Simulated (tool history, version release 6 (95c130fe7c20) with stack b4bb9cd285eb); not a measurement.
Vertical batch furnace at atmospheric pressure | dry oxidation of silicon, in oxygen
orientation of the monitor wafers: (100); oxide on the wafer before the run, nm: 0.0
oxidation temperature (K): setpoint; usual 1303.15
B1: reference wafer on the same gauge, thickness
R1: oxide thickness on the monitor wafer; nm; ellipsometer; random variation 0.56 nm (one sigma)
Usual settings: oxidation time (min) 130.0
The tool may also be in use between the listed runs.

{"run": 1, "day": 0.0, "oxidation temperature (K)": 1303.15, "oxidation time (min)": 130.0, "B1": 123.54, "R1": 110.68}
{"run": 2, "day": 1.875, "oxidation temperature (K)": 1303.15, "oxidation time (min)": 130.0, "B1": 123.39, "R1": 111.46}
{"run": 3, "day": 4.067, "oxidation temperature (K)": 1303.15, "oxidation time (min)": 130.0, "B1": 123.89, "R1": 110.62}
{"run": 4, "day": 6.575, "oxidation temperature (K)": 1303.15, "oxidation time (min)": 130.0, "B1": 124.57, "R1": 110.57}
{"run": 5, "day": 7.592, "oxidation temperature (K)": 1303.15, "oxidation time (min)": 130.0, "B1": 124.63, "R1": 112.28}
{"run": 6, "day": 9.175, "oxidation temperature (K)": 1303.15, "oxidation time (min)": 130.0, "B1": 125.02, "R1": 112.72}
{"day": 9.592, "done": "gauge calibrated"}
{"day": 11.346, "done": "thermocouples replaced and temperature profile calibrated"}
{"run": 7, "day": 11.442, "oxidation temperature (K)": 1303.15, "oxidation time (min)": 130.0, "B1": 121.65, "R1": 109.18}
{"run": 8, "day": 13.004, "oxidation temperature (K)": 1303.15, "oxidation time (min)": 130.0, "B1": 122.03, "R1": 109.25}
{"run": 9, "day": 15.554, "oxidation temperature (K)": 1303.15, "oxidation time (min)": 130.0, "B1": 122.06, "R1": 109.52}
{"run": 10, "day": 18.029, "oxidation temperature (K)": 1322.15, "oxidation time (min)": 130.0, "B1": 122.35, "R1": 127.7}
{"run": 11, "day": 19.283, "oxidation temperature (K)": 1303.15, "oxidation time (min)": 130.0, "B1": 122.09, "R1": 110.69}
{"run": 12, "day": 21.404, "oxidation temperature (K)": 1278.15, "oxidation time (min)": 82.0, "B1": 122.6, "R1": 64.23}
{"run": 13, "day": 22.725, "oxidation temperature (K)": 1324.15, "oxidation time (min)": 99.5, "B1": 122.76, "R1": 110.68}
{"run": 14, "day": 25.246, "oxidation temperature (K)": 1289.15, "oxidation time (min)": 174.5, "B1": 123.1, "R1": 118.39}
{"run": 15, "day": 26.683, "oxidation temperature (K)": 1303.15, "oxidation time (min)": 130.0, "B1": 123.41, "R1": 111.66}
{"run": 16, "day": 27.729, "oxidation temperature (K)": 1319.15, "oxidation time (min)": 130.0, "B1": 123.84, "R1": 125.91}
{"day": 29.183, "done": "gauge calibrated"}
{"day": 29.6, "done": "boat lift adjusted"}
{"run": 17, "day": 29.621, "oxidation temperature (K)": 1317.15, "oxidation time (min)": 66.0, "B1": 121.85, "R1": 78.65}
{"run": 18, "day": 31.733, "oxidation temperature (K)": 1303.15, "oxidation time (min)": 74.5, "B1": 121.68, "R1": 75.62}
{"run": 19, "day": 33.012, "oxidation temperature (K)": 1303.15, "oxidation time (min)": 130.0, "B1": 122.03, "R1": 108.62}
{"run": 20, "day": 35.704, "oxidation temperature (K)": 1303.15, "oxidation time (min)": 82.5, "B1": 122.01, "R1": 81.42}
{"run": 21, "day": 37.438, "oxidation temperature (K)": 1293.15, "oxidation time (min)": 100.0, "B1": 122.36, "R1": 83.86}

3 ways to go on from here, each from the tool as it stands after run 21. What would each give?
{"run": "A", "day": 37.671, "oxidation temperature (K)": 1303.15, "oxidation time (min)": 175.5, "B1": "?", "R1": "?"}
{"run": "B", "day": 37.671, "oxidation temperature (K)": 1314.15, "oxidation time (min)": 110.5, "B1": "?", "R1": "?"}
{"run": "C", "day": 37.671, "oxidation temperature (K)": 1315.15, "oxidation time (min)": 130.0, "B1": "?", "R1": "?"}

run=A B1=122.69 R1=134.70
run=B B1=122.69 R1=108.62
run=C B1=122.69 R1=121.90
Without the tool's hidden state the same runs would have given:
run=A R1=134.23
run=B R1=108.24
run=C R1=121.47
